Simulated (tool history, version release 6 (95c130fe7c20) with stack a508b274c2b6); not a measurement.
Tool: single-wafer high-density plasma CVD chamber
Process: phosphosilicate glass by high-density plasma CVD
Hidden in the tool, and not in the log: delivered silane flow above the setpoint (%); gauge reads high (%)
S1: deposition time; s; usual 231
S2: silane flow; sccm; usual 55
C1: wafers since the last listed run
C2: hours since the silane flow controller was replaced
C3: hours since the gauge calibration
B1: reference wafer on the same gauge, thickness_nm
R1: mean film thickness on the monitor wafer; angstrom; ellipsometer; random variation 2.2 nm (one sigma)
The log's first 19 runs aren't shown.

run	hour	S1	S2	C1	C2	C3	B1	R1
20	262.8	271	55	74	1948.0	216.0	1100.173	13341.52
21	272.2	231	55	90	1957.4	225.4	1099.695	11328.92
22	287.0	200	45	143	1972.2	240.2	1100.511	8359.34
23	302.5	231	49	149	1987.7	255.7	1100.520	10369.57
# hour 313.6: silane flow controller replaced
24	315.2	231	55	45	1.6	268.4	1100.829	11903.41
# hour 319.5: gauge calibrated
25	327.3	231	55	116	13.7	7.8	1100.098	11886.16
26	334.0	231	55	64	20.4	14.5	1100.213	11884.66
27	342.2	231	55	79	28.6	22.7	1100.273	11887.49
28	353.2	231	50	106	39.6	33.7	1099.991	11025.81
29	360.9	214	46	74	47.3	41.4	1100.225	9538.41
30	377.4	264	65	159	63.8	57.9	1099.588	15576.66
31	385.1	231	55	74	71.5	65.6	1099.836	11824.60
32	401.5	206	55	158	87.9	82.0	1100.373	10550.81
33	412.7	231	55	108	99.1	93.2	1099.343	11847.20

4 ways to go on from here, each from the tool as it stands after run 33. What would each give?
A	413.2	231	55	4	99.6	93.7	?	?
B	413.2	259	55	4	99.6	93.7	?	?
C	413.2	191	55	4	99.6	93.7	?	?
D	413.2	257	49	4	99.6	93.7	?	?

run	B1	R1
A	1099.623	11846.47
B	1099.623	13282.41
C	1099.623	9795.13
D	1099.623	12004.21
Without the tool's hidden state the same runs would have given:
run	R1
A	11938.49
B	13385.58
C	9871.22
D	12097.45

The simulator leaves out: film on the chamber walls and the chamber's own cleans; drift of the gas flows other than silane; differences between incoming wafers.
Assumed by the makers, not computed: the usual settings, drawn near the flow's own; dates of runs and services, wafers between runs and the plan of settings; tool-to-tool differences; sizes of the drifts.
